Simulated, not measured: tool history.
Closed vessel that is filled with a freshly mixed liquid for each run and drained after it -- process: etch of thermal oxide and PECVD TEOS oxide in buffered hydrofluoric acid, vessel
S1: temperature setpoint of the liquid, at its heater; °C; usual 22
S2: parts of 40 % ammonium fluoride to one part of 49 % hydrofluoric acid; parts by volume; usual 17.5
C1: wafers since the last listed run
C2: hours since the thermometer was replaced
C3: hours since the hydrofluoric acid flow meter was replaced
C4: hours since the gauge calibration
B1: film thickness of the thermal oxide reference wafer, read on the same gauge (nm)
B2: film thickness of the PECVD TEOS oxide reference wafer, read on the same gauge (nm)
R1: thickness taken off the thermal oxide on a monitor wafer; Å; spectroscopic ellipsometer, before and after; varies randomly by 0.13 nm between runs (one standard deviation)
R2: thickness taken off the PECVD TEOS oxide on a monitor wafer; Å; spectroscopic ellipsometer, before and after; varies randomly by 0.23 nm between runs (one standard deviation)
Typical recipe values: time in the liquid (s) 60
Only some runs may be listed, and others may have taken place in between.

Run 1, day 0: usual settings but S1 24 °C; C1 0; C2 323.8; C3 947.1; C4 403.8; B1 130.01; B2 120.01. Result: R1 327.8 Å, R2 385.6 Å.
Run 2, day 0.754: usual settings; C1 1411; C2 341.9; C3 965.2; C4 421.9; B1 129.99; B2 120.01. Result: R1 292.9 Å, R2 348.1 Å.
Run 3, day 1.425: usual settings; C1 1255; C2 358; C3 981.3; C4 438; B1 130; B2 119.97. Result: R1 292.5 Å, R2 348.1 Å.
Run 4, day 2.092: usual settings; C1 1248; C2 374; C3 997.3; C4 454; B1 130.01; B2 119.99. Result: R1 292.8 Å, R2 350.2 Å.
Run 5, day 2.854: usual settings; C1 1427; C2 392.3; C3 1015.6; C4 472.3; B1 130.01; B2 120.03. Result: R1 292.5 Å, R2 346.6 Å.
Run 6, day 4.329: usual settings; C1 2761; C2 427.7; C3 1051; C4 507.7; B1 130.01; B2 120. Result: R1 289.2 Å, R2 344.5 Å.
Run 7, day 4.829: usual settings; C1 936; C2 439.7; C3 1063; C4 519.7; B1 130.01; B2 120. Result: R1 291.6 Å, R2 347.5 Å.
Run 8, day 5.783: usual settings but time in the liquid (s) 45; C1 1786; C2 462.6; C3 1085.9; C4 542.6; B1 130.01; B2 119.98. Result: R1 218.4 Å, R2 259.2 Å.
Run 9, day 7.233: usual settings; C1 2714; C2 497.4; C3 1120.7; C4 577.4; B1 130; B2 119.99. Result: R1 290.5 Å, R2 342.1 Å.
Run 10, day 8.204: usual settings; C1 1817; C2 520.7; C3 1144; C4 600.7; B1 129.99; B2 120.01. Result: R1 291.5 Å, R2 345.4 Å.
Run 11, day 8.712: usual settings; C1 951; C2 532.9; C3 1156.2; C4 612.9; B1 129.99; B2 120.01. Result: R1 290.4 Å, R2 347.6 Å.
Run 12, day 9.929: usual settings; C1 2277; C2 562.1; C3 1185.4; C4 642.1; B1 130; B2 120.03. Result: R1 287.1 Å, R2 344.6 Å.
Run 13, day 13.225: usual settings but S1 23.5 °C, S2 10.5 parts by volume; C1 6170; C2 641.2; C3 1264.5; C4 721.2; B1 130; B2 119.98. Result: R1 516.2 Å, R2 614.2 Å.
Run 14, day 14.633: usual settings but time in the liquid (s) 85; C1 2636; C2 675; C3 1298.3; C4 755; B1 129.99; B2 119.98. Result: R1 406.5 Å, R2 484.3 Å.
Run 15, day 15.879: usual settings but S2 13 parts by volume; C1 2332; C2 704.9; C3 1328.2; C4 784.9; B1 130; B2 119.99. Result: R1 383.9 Å, R2 455.8 Å.
At day 16.112: thermometer replaced.
Run 16, day 16.958: usual settings but S1 19.5 °C; C1 1942; C2 20.3; C3 1354.1; C4 810.8; B1 130; B2 120. Result: R1 249.9 Å, R2 297.7 Å.
At day 17.333: hydrofluoric acid flow meter replaced.
At day 20.108: gauge calibrated.
Run 17, day 20.321: usual settings but S1 17 °C, S2 12.5 parts by volume, time in the liquid (s) 70; C1 6217; C2 101; C3 71.7; C4 5.1; B1 130; B2 119.99. Result: R1 380.3 Å, R2 455.5 Å.
Run 18, day 23.821: usual settings; C1 6552; C2 185; C3 155.7; C4 89.1; B1 130; B2 120.02. Result: R1 305.7 Å, R2 366.9 Å.

Forecast run 19:
Run 19, day 28.238: usual settings but S2 19.5 parts by volume, time in the liquid (s) 45; C1 8269; C2 291; C3 261.7; C4 195.1; B1 ?; B2 ?. Result: R1 ?, R2 ?.

{"run 19": {"B1": 130.03, "B2": 120, "R1": 207.5, "R2": 245.9}}
With the hidden condition absent and the run-to-run variation left alone, this run would have shown R1 211.3 Å, R2 250.4 Å.
